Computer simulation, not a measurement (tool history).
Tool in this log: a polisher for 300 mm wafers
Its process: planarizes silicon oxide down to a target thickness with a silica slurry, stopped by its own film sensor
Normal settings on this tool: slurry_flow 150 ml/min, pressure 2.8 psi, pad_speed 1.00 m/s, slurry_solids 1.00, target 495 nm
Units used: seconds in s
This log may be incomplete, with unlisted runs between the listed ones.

run   hour  slurry_flow  pressure  pad_speed  slurry_solids  target  incoming thickness of the incoming film, nm  seconds
  1    0.0          150       2.8       1.00           1.00     495                                        677.2    105.7
  2   11.2          150       2.8       1.00           1.00     495                                        680.0    101.9
  3   18.8          165       2.8       0.84           0.80     450                                        672.4    163.9
  4   34.7          150       3.5       1.00           1.00     495                                        688.3     90.2
  5   48.8          150       3.5       1.00           1.15     478                                        677.3     90.5
  6   55.9          150       2.8       1.00           1.00     534                                        672.8     82.3
  7   70.3          150       2.8       1.00           1.00     495                                        685.4    117.7
  8   81.0          150       2.8       1.00           0.85     552                                        680.6     90.2
  9   92.1          150       3.2       1.00           1.00     495                                        675.7    104.0
      98.4  -- worn pad replaced by a new one
 10   99.3          180       2.8       1.00           1.25     495                                        687.5     92.3
 11  111.9          150       3.3       1.00           0.85     495                                        677.0     97.1
 12  129.2          150       3.1       1.34           0.75     495                                        665.0     90.7
     133.9  -- head pressure recalibrated
     137.5  -- slurry nozzle cleaned
 13  146.6          150       2.8       1.00           1.00     495                                        672.3    101.8
 14  158.8          150       3.3       1.00           0.85     495                                        681.4    103.4
     174.3  -- slurry blender recalibrated
 15  179.6          150       2.8       1.16           1.20     431                                        672.5    121.5
 16  186.3          170       3.5       0.76           0.70     495                                        667.7    131.5
 17  198.8          150       3.4       1.00           1.10     525                                        679.9     77.2
     205.7  -- worn pad replaced by a new one
 18  212.0          150       2.8       1.00           1.00     495                                        678.7    100.5
 19  225.8          150       2.8       0.78           1.00     443                                        684.3    158.5
 20  237.0          150       2.8       1.00           1.00     495                                        678.1     99.6
 21  247.0          165       2.5       1.14           1.00     495                                        671.9     99.5
 22  257.9          150       2.8       1.26           1.00     495                                        686.0     94.6
 23  268.8          190       2.8       0.66           1.00     495                                        686.5    138.1
 24  285.0          150       2.8       1.00           1.00     435                                        668.7    138.8
 25  300.5          100       2.8       1.16           1.00     559                                        682.4     73.3
 26  307.8          150       2.8       1.00           0.75     495                                        678.2    142.4

For some of the steps in seconds from one run to the next: how much would appear even if the tool had no hidden state, given the settings, what came in and random variation, and how much remains for the hidden state plus any gauge scatter that the measured result and the result without hidden state don't share?
Hidden conditions of the tool in this case: removal rate lost through wear of the pad, %; slurry flow missing at the pad, %; deviation of the head's pressure from its setpoint, %; abrasive missing from the slurry, %; time polished since the conditioner stopped cutting, s.
Run 3 -> 4: slurry_flow 165 -> 150, pressure 2.8 -> 3.5, pad_speed 0.84 -> 1.00, slurry_solids 0.80 -> 1.00, target 450 -> 495. seconds -73.7 s: hidden state -0.9, all else -72.8.
Run 9 -> 10: slurry_flow 150 -> 180, pressure 3.2 -> 2.8, slurry_solids 1.00 -> 1.25, worn pad replaced by a new one. seconds -11.7 s: hidden state -13.8, all else +2.1.
Run 17 -> 18: pressure 3.4 -> 2.8, slurry_solids 1.10 -> 1.00, target 525 -> 495, worn pad replaced by a new one. seconds +23.3 s: hidden state -9.0, all else +32.3.
Run 25 -> 26: slurry_flow 100 -> 150, pad_speed 1.16 -> 1.00, slurry_solids 1.00 -> 0.75, target 559 -> 495. seconds +69.1 s: hidden state +8.7, all else +60.4.
